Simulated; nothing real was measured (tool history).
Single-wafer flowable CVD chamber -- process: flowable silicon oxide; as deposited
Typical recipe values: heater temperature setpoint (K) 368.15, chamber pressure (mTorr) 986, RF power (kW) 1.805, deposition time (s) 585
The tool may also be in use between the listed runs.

run     day  heater temperature setpoint (K)  chamber pressure (mTorr)  RF power (kW)  deposition time (s)  wafers since the last listed run  hours since the last thermocouple change  hours since the last RF generator calibration  hours since the last manometer calibration  hours since the showerhead was replaced  hours since the gauge calibration  read-back reference wafer on the same gauge, thickness_nm  mean film thickness on the monitor wafer (angstrom)
  1       0                           378.15                       986          1.805                  585                                 0                                    1846.2                                         1163.7                                      2041.7                                   3460.8                               83.1                                                    407.787                                              3111.06
      0.367  -- capacitance manometer re-zeroed and calibrated
  2   0.388                           368.15                       986          1.805                  585                                 3                                    1855.5                                           1173                                         0.5                                   3470.1                               92.4                                                    408.601                                               4529.7
  3   0.629                           368.15                       986          1.805                  585                                14                                    1861.3                                         1178.8                                         6.3                                   3475.9                               98.2                                                    407.896                                              4539.47
  4   0.917                           368.15                       986          1.805                  585                                17                                    1868.2                                         1185.7                                        13.2                                   3482.8                              105.1                                                    408.121                                              4522.57
  5   1.388                           368.15                       986          1.805                  585                                28                                    1879.5                                           1197                                        24.5                                   3494.1                              116.4                                                    408.336                                              4550.51
  6   1.929                           368.15                       986          1.805                  585                                33                                    1892.5                                           1210                                        37.5                                   3507.1                              129.4                                                      408.1                                              4545.26
  7   2.525                           368.15                       986          1.925                  640                                36                                    1906.8                                         1224.3                                        51.8                                   3521.4                              143.7                                                    407.416                                              4990.41
      3.204  -- showerhead replaced
  8   3.225                           368.15                       986          1.925                  640                                22                                    1923.6                                         1241.1                                        68.6                                      0.5                              160.5                                                    408.013                                              5033.53
  9   3.433                           368.15                       986          1.925                  640                                12                                    1928.6                                         1246.1                                        73.6                                      5.5                              165.5                                                    408.171                                              5016.65
 10   3.938                           368.15                       747          1.805                  585                                30                                    1940.7                                         1258.2                                        85.7                                     17.6                              177.6                                                    407.973                                              3559.97
 11   4.425                           379.15                       884           2.14                  651                                29                                    1952.4                                         1269.9                                        97.4                                     29.3                              189.3                                                    408.618                                              3103.61
 12   4.829                           361.15                      1052          1.805                  555                                24                                    1962.1                                         1279.6                                       107.1                                       39                                199                                                     408.17                                              5873.91
 13   5.433                           368.15                       863          1.805                  537                                37                                    1976.6                                         1294.1                                       121.6                                     53.5                              213.5                                                     407.97                                              3707.99
 14   6.071                           358.15                       869            2.1                  615                                39                                    1991.9                                         1309.4                                       136.9                                     68.8                              228.8                                                    407.657                                              6294.14
 15   6.392                           368.15                       986          1.575                  659                                19                                    1999.6                                         1317.1                                       144.6                                     76.5                              236.5                                                    407.605                                              4978.25
 16   6.658                           368.15                       986          2.085                  585                                16                                      2006                                         1323.5                                         151                                     82.9                              242.9                                                    407.354                                              4633.02
 17   7.171                           368.15                       814           2.12                  585                                31                                    2018.3                                         1335.8                                       163.3                                     95.2                              255.2                                                    407.975                                               3949.7
      8.042  -- gauge calibrated
      9.142  -- RF generator calibrated
 18   9.288                           380.15                      1081          1.805                  585                               109                                    2069.1                                            3.5                                       214.1                                      146                               29.9                                                     408.08                                              3123.38
     10.088  -- thermocouple changed; heater temperature recalibrated
 19  10.108                           356.15                       986          1.805                  585                                29                                       0.5                                           23.2                                       233.8                                    165.7                               49.6                                                    408.425                                              6933.72
 20  10.525                           368.15                       986          1.805                  585                                25                                      10.5                                           33.2                                       243.8                                    175.7                               59.6                                                    408.208                                              4537.57
 21  10.867                           368.15                       916          1.805                  471                                21                                      18.7                                           41.4                                         252                                    183.9                               67.8                                                    407.848                                              3426.01
 22  11.308                           377.15                       755           2.05                  537                                27                                      29.3                                             52                                       262.6                                    194.5                               78.4                                                     408.03                                              2403.49
 23  12.042                           368.15                       986          1.805                  552                                45                                      46.9                                           69.6                                       280.2                                    212.1                                 96                                                    408.158                                              4285.25
 24  12.312                           373.15                       986          1.805                  671                                16                                      53.4                                           76.1                                       286.7                                    218.6                              102.5                                                    408.052                                              4316.33
 25  13.038                           368.15                       986          1.805                  585                                44                                      70.8                                           93.5                                       304.1                                      236                              119.9                                                    407.915                                               4534.1
 26  13.467                           368.15                       986          1.805                  585                                26                                      81.1                                          103.8                                       314.4                                    246.3                              130.2                                                    408.694                                              4514.09
 27  13.729                           368.15                       986           1.59                  649                                16                                      87.4                                          110.1                                       320.7                                    252.6                              136.5                                                    408.475                                              4919.22
 28  15.933                           368.15                       986          1.805                  585                               135                                     140.3                                            163                                       373.6                                    305.5                              189.4                                                    407.467                                              4523.68

What if the next run were any one of these 4? Each begins from the tool's condition after run 28:
  A  15.958                           368.15                       986          1.805                  676                                 1                                     140.9                                          163.6                                       374.2                                    306.1                                190                                                          ?                                                    ?
  B  15.958                           379.15                      1194          1.805                  585                                 1                                     140.9                                          163.6                                       374.2                                    306.1                                190                                                          ?                                                    ?
  C  15.958                           356.15                      1077          1.805                  626                                 1                                     140.9                                          163.6                                       374.2                                    306.1                                190                                                          ?                                                    ?
  D  15.958                           360.15                       840          1.625                  482                                 1                                     140.9                                          163.6                                       374.2                                    306.1                                190                                                          ?                                                    ?

run  read-back reference wafer on the same gauge, thickness_nm  mean film thickness on the monitor wafer (angstrom)
  A                                                    407.341                                              5234.12
  B                                                    407.341                                              3517.41
  C                                                    407.341                                              8025.72
  D                                                    407.341                                              4261.11
Had the tool no hidden state, the same runs would have come out as:
run  mean film thickness on the monitor wafer (angstrom)
  A                                              5234.12
  B                                              3517.41
  C                                              8025.72
  D                                              4261.11
